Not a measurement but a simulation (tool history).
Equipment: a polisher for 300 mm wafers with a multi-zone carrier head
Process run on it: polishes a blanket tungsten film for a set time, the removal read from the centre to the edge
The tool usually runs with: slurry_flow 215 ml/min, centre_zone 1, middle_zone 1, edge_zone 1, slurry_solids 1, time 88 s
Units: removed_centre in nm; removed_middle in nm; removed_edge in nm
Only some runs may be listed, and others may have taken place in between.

run	hour	slurry_flow	centre_zone	middle_zone	edge_zone	slurry_solids	time	incoming thickness of the incoming film, nm	removed_centre	removed_middle	removed_edge
1	0	215	1	1	1	1	88	1130.7	293.5	304.9	296.3
2	11.3	215	1	1	1	1	88	1152.8	285.9	290	291.1
# hour 13.4: edge zone pressure recalibrated
3	22.2	215	1	1	1	1	88	1159.1	287.5	289	292.7
4	30.7	145	1	1.11	1	1.15	70	1141.3	217.6	243.7	222.1
5	45.3	290	1	1	0.9	1.2	88	1144.8	298.7	302.1	287.1
6	56.2	170	1	1	1	1	119	1130.7	354	359.1	370.1
# hour 67.3: worn pad replaced by a new one
7	67.8	215	1	1	1.07	1	97	1145.5	340.2	344.2	356.8
8	74.8	215	1	1	1	1	88	1156.6	302.6	302.5	305.9
9	81.6	215	1	1	1.05	1	88	1158.5	291.9	298.7	311
10	110.5	215	1	1	1.07	1	97	1145.7	307	316.7	321.8
# hour 120.9: centre zone pressure recalibrated
11	123	275	0.91	1	1	1	97	1145.5	295.9	322.1	315.6
12	140	215	1	1	0.97	1	88	1140.6	273.9	275.3	281.1
# hour 152: carrier head's membrane replaced by a new one
# hour 153.5: worn pad replaced by a new one
13	156.9	215	1	1	1	1	88	1146.3	295.9	301.1	295.4
14	166.7	165	1	1.09	0.97	1.2	88	1158.4	284.4	321.5	293.2
15	183.1	215	1	1	1	1	88	1145	278.6	282.4	276.1
16	200.4	215	1	1	1	1	88	1147.2	276.6	274.9	274.8
17	214.5	215	1	1	1	1	63	1174.9	192.3	199.1	194.6
18	222.8	215	1	1	1.03	1	77	1147.1	231.8	238.1	243.8
19	239.6	215	1	1	1	1	88	1132	261.7	261.7	264.9
# hour 253.6: worn pad replaced by a new one
20	254.1	215	0.89	1.06	1.1	1	88	1156.2	270.8	316.2	316.3

Expected results for the next run?
21	269.7	215	1	1	0.91	1	88	1154.1	?	?	?

removed_centre: 282.8 nm
removed_middle: 291.2 nm
removed_edge: 279.1 nm
Had the tool carried no hidden state, the very same run would have given removed_centre 318.9 nm, removed_middle 325.8 nm, removed_edge 307 nm.
